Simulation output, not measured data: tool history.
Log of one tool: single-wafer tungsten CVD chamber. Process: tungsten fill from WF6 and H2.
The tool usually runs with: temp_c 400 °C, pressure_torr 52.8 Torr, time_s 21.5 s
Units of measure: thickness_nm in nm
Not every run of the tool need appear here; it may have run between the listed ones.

run	hour	temp_c	pressure_torr	time_s	wafers since the last listed run	hours since the last thermocouple change	hours since the last manometer calibration	hours since the showerhead was replaced	hours since the gauge calibration	read-back reference wafer on the same gauge, thickness_nm	thickness_nm
1	0	400	52.8	21.5	0	1276.6	2373.9	8247.4	183.2	95.394	87.193
2	6.6	400	52.8	21.5	191	1283.2	2380.5	8254	189.8	95.328	87.227
3	22.4	400	52.8	21.5	457	1299	2396.3	8269.8	205.6	95.287	88.042
# hour 39.4: showerhead replaced
4	39.9	400	52.8	21.5	275	1316.5	2413.8	0.5	223.1	95.321	87.582
5	45.4	394	52.8	21.5	159	1322	2419.3	6	228.6	95.326	77.7
6	56.8	400	45.6	21.5	330	1333.4	2430.7	17.4	240	95.429	79.76
# hour 73.7: thermocouple changed; heater temperature recalibrated
7	74.2	400	45.6	21.5	272	0.5	2448.1	34.8	257.4	95.441	68.189
8	81.2	400	52.8	21.5	202	7.5	2455.1	41.8	264.4	95.413	74.46
9	88.6	400	52.8	21.5	214	14.9	2462.5	49.2	271.8	95.437	74.878
# hour 97: capacitance manometer re-zeroed and calibrated
10	98.6	400	52.8	21.5	57	24.9	1.6	59.2	281.8	95.43	74.7
11	114.3	413	57.1	21.5	454	40.6	17.3	74.9	297.5	95.533	101.056
12	125.3	385	42.2	21.5	318	51.6	28.3	85.9	308.5	95.393	47.689
13	140.5	386	52.8	20.2	440	66.8	43.5	101.1	323.7	95.311	52.527
14	148.9	392	59.6	24.7	243	75.2	51.9	109.5	332.1	95.399	78.034
15	166	411	52.8	24	495	92.3	69	126.6	349.2	95.356	104.493
16	173.9	400	52.8	21.5	228	100.2	76.9	134.5	357.1	95.514	75.861
# hour 196.2: thermocouple changed; heater temperature recalibrated, repeated, since the last time left the tool worse
17	196.7	400	52.8	21.5	428	0.5	99.7	157.3	379.9	95.381	81.232
18	198.9	400	52.8	21.5	63	2.7	101.9	159.5	382.1	95.392	80.878
# hour 210.9: gauge calibrated
19	215.6	400	52.8	21.5	483	19.4	118.6	176.2	4.7	95.366	81.492
20	227	392	57.2	21.5	330	30.8	130	187.6	16.1	95.484	72.954
21	241.8	400	52.8	21.5	428	45.6	144.8	202.4	30.9	95.529	82.129
22	252.2	400	64.7	21.5	301	56	155.2	212.8	41.3	95.455	93.102
23	285.2	400	62.9	21.5	955	89	188.2	245.8	74.3	95.328	91.11
24	297.9	400	62.9	21.5	367	101.7	200.9	258.5	87	95.512	91.461
25	310.4	393	62.7	25.2	361	114.2	213.4	271	99.5	95.324	92.805
26	327.4	393	52.8	19.3	492	131.2	230.4	288	116.5	95.476	64.636
27	339	400	58.9	21.5	335	142.8	242	299.6	128.1	95.203	89.631
28	350.7	400	52.8	25.4	338	154.5	253.7	311.3	139.8	95.364	98.463
29	365	400	48.4	23.3	413	168.8	268	325.6	154.1	95.582	86.546
30	381.3	400	52.8	21.5	471	185.1	284.3	341.9	170.4	95.504	83.853
31	393.4	405	59.6	18.8	350	197.2	296.4	354	182.5	95.45	86.392
32	402.6	400	52.8	21.5	266	206.4	305.6	363.2	191.7	95.41	83.613
33	411.4	400	52.8	21.5	254	215.2	314.4	372	200.5	95.408	84.206
34	424.1	400	52.8	19.2	367	227.9	327.1	384.7	213.2	95.432	75.073

Run-by-run hidden state of the tool:
true pressure above the setpoint (%): 0 on each run
gauge reads high (%): 0 on each run
H1: wafer temperature above the value expected at the setpoint (K)
run	H1
1	3.18
2	3.18
3	3.19
4	3.2
5	3.2
6	3.21
7	-5.05
8	-5
9	-4.95
10	-4.89
11	-4.78
12	-4.71
13	-4.62
14	-4.57
15	-4.47
16	-4.42
17	-0.406
18	-0.391
19	-0.278
20	-0.203
21	-0.108
22	-0.0431
23	0.155
24	0.227
25	0.297
26	0.389
27	0.45
28	0.51
29	0.582
30	0.661
31	0.718
32	0.761
33	0.801
34	0.857
